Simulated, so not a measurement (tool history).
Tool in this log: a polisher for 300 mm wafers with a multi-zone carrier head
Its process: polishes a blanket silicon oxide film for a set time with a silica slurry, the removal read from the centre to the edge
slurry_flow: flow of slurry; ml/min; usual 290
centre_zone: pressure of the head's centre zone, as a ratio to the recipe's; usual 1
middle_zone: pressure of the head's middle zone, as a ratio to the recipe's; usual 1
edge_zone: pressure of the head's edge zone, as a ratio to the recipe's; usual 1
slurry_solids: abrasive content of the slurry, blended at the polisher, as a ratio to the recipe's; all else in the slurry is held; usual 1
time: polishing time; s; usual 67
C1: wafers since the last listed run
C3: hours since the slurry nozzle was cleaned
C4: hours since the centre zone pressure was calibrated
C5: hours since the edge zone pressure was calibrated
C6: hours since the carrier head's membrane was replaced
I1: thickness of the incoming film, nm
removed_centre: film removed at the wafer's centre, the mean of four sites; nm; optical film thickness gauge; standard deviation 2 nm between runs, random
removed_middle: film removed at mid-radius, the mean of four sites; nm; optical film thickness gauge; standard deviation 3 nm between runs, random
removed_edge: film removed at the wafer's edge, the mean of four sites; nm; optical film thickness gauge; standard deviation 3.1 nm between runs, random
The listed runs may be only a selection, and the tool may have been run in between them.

Run 1, day 0: usual settings; C1 0; wafers polished on this pad 792; C3 434.3; C4 1089.8; C5 623.1; C6 1482.4; I1 1620.9. Result: removed_centre 239.7 nm, removed_middle 239.7 nm, removed_edge 241.6 nm.
Run 2, day 0.692: usual settings; C1 143; wafers polished on this pad 936; C3 450.9; C4 1106.4; C5 639.7; C6 1499; I1 1616.2. Result: removed_centre 235.5 nm, removed_middle 243.6 nm, removed_edge 235.5 nm.
Run 3, day 1.179: usual settings; C1 101; wafers polished on this pad 1038; C3 462.6; C4 1118.1; C5 651.4; C6 1510.7; I1 1649.2. Result: removed_centre 240.2 nm, removed_middle 238.4 nm, removed_edge 238.2 nm.
Run 4, day 1.533: usual settings; C1 73; wafers polished on this pad 1111; C3 471.1; C4 1126.6; C5 659.9; C6 1519.2; I1 1619.9. Result: removed_centre 237.1 nm, removed_middle 238.1 nm, removed_edge 235.9 nm.
Run 5, day 1.804: usual settings; C1 56; wafers polished on this pad 1168; C3 477.6; C4 1133.1; C5 666.4; C6 1525.7; I1 1627.3. Result: removed_centre 235.6 nm, removed_middle 237 nm, removed_edge 235 nm.
Run 6, day 2.275: usual settings; C1 97; wafers polished on this pad 1266; C3 488.9; C4 1144.4; C5 677.7; C6 1537; I1 1607.6. Result: removed_centre 235.8 nm, removed_middle 235.4 nm, removed_edge 237 nm.
At day 2.667: worn pad replaced by a new one.
Run 7, day 2.829: usual settings; C1 80; wafers polished on this pad 34; C3 502.2; C4 1157.7; C5 691; C6 1550.3; I1 1623.8. Result: removed_centre 234.5 nm, removed_middle 235.4 nm, removed_edge 232.2 nm.
Run 8, day 3.333: usual settings; C1 104; wafers polished on this pad 139; C3 514.3; C4 1169.8; C5 703.1; C6 1562.4; I1 1621. Result: removed_centre 236.9 nm, removed_middle 232.5 nm, removed_edge 230.6 nm.
At day 3.442: slurry nozzle cleaned.
Run 9, day 3.942: usual settings; C1 117; wafers polished on this pad 257; C3 12; C4 1184.4; C5 717.7; C6 1577; I1 1626.9. Result: removed_centre 260.1 nm, removed_middle 258.9 nm, removed_edge 249.8 nm.
Run 10, day 4.417: usual settings; C1 98; wafers polished on this pad 355; C3 23.4; C4 1195.8; C5 729.1; C6 1588.4; I1 1635.9. Result: removed_centre 260.8 nm, removed_middle 257.8 nm, removed_edge 256.2 nm.
Run 11, day 5.071: usual settings but slurry_flow 340 ml/min, time 47 s; C1 136; wafers polished on this pad 492; C3 39.1; C4 1211.5; C5 744.8; C6 1604.1; I1 1632.1. Result: removed_centre 183.6 nm, removed_middle 182.3 nm, removed_edge 176.5 nm.

What will run 12 give?
At day 5.988: centre zone pressure recalibrated.
Run 12, day 7.238: usual settings but centre_zone 1.1, edge_zone 1.1; C1 433; wafers polished on this pad 925; C3 91.1; C4 30; C5 796.8; C6 1656.1; I1 1632.5. Result: removed_centre ?, removed_middle ?, removed_edge ?.

removed_centre: 282.9 nm
removed_middle: 252.3 nm
removed_edge: 270 nm
If the tool had no hidden condition, the same run with the same run-to-run variation would have returned removed_centre 286.6 nm, removed_middle 255.3 nm, removed_edge 272.4 nm.

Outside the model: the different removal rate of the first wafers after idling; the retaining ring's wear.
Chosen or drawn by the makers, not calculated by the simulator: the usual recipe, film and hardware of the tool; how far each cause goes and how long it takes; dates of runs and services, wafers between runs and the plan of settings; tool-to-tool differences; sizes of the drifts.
